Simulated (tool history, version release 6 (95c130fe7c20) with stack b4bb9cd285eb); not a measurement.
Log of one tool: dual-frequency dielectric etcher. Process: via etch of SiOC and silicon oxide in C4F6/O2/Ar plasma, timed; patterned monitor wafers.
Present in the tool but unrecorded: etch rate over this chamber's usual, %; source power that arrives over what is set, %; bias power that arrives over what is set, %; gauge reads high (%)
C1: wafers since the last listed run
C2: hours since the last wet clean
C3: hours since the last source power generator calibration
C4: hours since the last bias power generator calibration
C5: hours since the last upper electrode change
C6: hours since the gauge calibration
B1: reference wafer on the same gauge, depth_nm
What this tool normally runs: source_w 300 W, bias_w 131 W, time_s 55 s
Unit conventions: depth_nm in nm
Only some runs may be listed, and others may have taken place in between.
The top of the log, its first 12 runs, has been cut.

Run 13, hour 858.8: usual settings but source_w 340 W, bias_w 153 W, time_s 50 s; C1 697; C2 209.3; C3 3251.6; C4 813.3; C5 3684.5; C6 236.1; B1 62.2. Result: depth_nm 56.4 nm.
Run 14, hour 905.6: usual settings; C1 653; C2 256.1; C3 3298.4; C4 860.1; C5 3731.3; C6 282.9; B1 62.2. Result: depth_nm 55.7 nm.
Run 15, hour 942.3: usual settings but source_w 350 W, bias_w 160 W; C1 512; C2 292.8; C3 3335.1; C4 896.8; C5 3768; C6 319.6; B1 62.2. Result: depth_nm 63.6 nm.
Run 16, hour 984.6: usual settings; C1 590; C2 335.1; C3 3377.4; C4 939.1; C5 3810.3; C6 361.9; B1 62.1. Result: depth_nm 55.5 nm.
Run 17, hour 1035.7: usual settings but source_w 280 W, bias_w 164 W, time_s 47 s; C1 713; C2 386.2; C3 3428.5; C4 990.2; C5 3861.4; C6 413; B1 62.2. Result: depth_nm 50.6 nm.
Run 18, hour 1112.6: usual settings but bias_w 138 W; C1 1073; C2 463.1; C3 3505.4; C4 1067.1; C5 3938.3; C6 489.9; B1 62.2. Result: depth_nm 56.3 nm.
Run 19, hour 1196.6: usual settings but bias_w 142 W; C1 1172; C2 547.1; C3 3589.4; C4 1151.1; C5 4022.3; C6 573.9; B1 62.1. Result: depth_nm 57.3 nm.
Run 20, hour 1244: usual settings but source_w 260 W; C1 661; C2 594.5; C3 3636.8; C4 1198.5; C5 4069.7; C6 621.3; B1 62.2. Result: depth_nm 52.2 nm.
At hour 1328.6: wet clean of the chamber.
Run 21, hour 1421: usual settings but bias_w 101 W, time_s 69 s; C1 2135; C2 92.4; C3 3813.8; C4 1375.5; C5 4246.7; C6 798.3; B1 62.2. Result: depth_nm 63.7 nm.
Run 22, hour 1511.4: usual settings but source_w 240 W, bias_w 100 W, time_s 68.5 s; C1 1261; C2 182.8; C3 3904.2; C4 1465.9; C5 4337.1; C6 888.7; B1 62.2. Result: depth_nm 57.2 nm.
At hour 1566.1: upper electrode replaced.
At hour 1607.8: source power generator calibrated.
Run 23, hour 1609.9: usual settings but source_w 240 W, bias_w 104 W, time_s 66 s; C1 983; C2 281.3; C3 2.1; C4 1564.4; C5 43.8; C6 987.2; B1 62.2. Result: depth_nm 56.5 nm.
At hour 1740.9: bias power generator calibrated.
Run 24, hour 1760.6: usual settings but source_w 330 W; C1 2047; C2 432; C3 152.8; C4 19.7; C5 194.5; C6 1137.9; B1 62.2. Result: depth_nm 57.6 nm.
Run 25, hour 1817.1: usual settings; C1 788; C2 488.5; C3 209.3; C4 76.2; C5 251; C6 1194.4; B1 62.2. Result: depth_nm 55.4 nm.
At hour 1928.5: wet clean of the chamber.
Run 26, hour 1929: usual settings but source_w 280 W, bias_w 162 W, time_s 45.5 s; C1 1226; C2 0.5; C3 321.2; C4 188.1; C5 362.9; C6 1306.3; B1 62.2. Result: depth_nm 49 nm.
Run 27, hour 2205.6: usual settings; C1 3860; C2 277.1; C3 597.8; C4 464.7; C5 639.5; C6 1582.9; B1 62.2. Result: depth_nm 55.7 nm.
Run 28, hour 2312.6: usual settings; C1 1493; C2 384.1; C3 704.8; C4 571.7; C5 746.5; C6 1689.9; B1 62.1. Result: depth_nm 55.3 nm.
Run 29, hour 2413.7: usual settings but source_w 280 W, bias_w 141 W; C1 1411; C2 485.2; C3 805.9; C4 672.8; C5 847.6; C6 1791; B1 62.3. Result: depth_nm 55.2 nm.
At hour 2516.9: wet clean of the chamber.
Run 30, hour 2517.4: usual settings but bias_w 153 W; C1 1112; C2 0.5; C3 909.6; C4 776.5; C5 951.3; C6 1894.7; B1 62.2. Result: depth_nm 59.6 nm.

Forecast each of these 3 alternatives for the next run:
Run A, hour 2517.8: usual settings but time_s 46.5 s; C1 5; C2 0.9; C3 910; C4 776.9; C5 951.7; C6 1895.1; B1 ?. Result: depth_nm ?.
Run B, hour 2517.8: usual settings but bias_w 102 W, time_s 43 s; C1 5; C2 0.9; C3 910; C4 776.9; C5 951.7; C6 1895.1; B1 ?. Result: depth_nm ?.
Run C, hour 2517.8: usual settings but source_w 240 W, time_s 45.5 s; C1 5; C2 0.9; C3 910; C4 776.9; C5 951.7; C6 1895.1; B1 ?. Result: depth_nm ?.

run    B1  depth_nm
  A  62.3      47.2
  B  62.3      39.6
  C  62.3      42.6
Take away the tool's hidden state, keep each run's random variation, and the runs would have read:
run  depth_nm
  A      47.2
  B      39.6
  C      42.5

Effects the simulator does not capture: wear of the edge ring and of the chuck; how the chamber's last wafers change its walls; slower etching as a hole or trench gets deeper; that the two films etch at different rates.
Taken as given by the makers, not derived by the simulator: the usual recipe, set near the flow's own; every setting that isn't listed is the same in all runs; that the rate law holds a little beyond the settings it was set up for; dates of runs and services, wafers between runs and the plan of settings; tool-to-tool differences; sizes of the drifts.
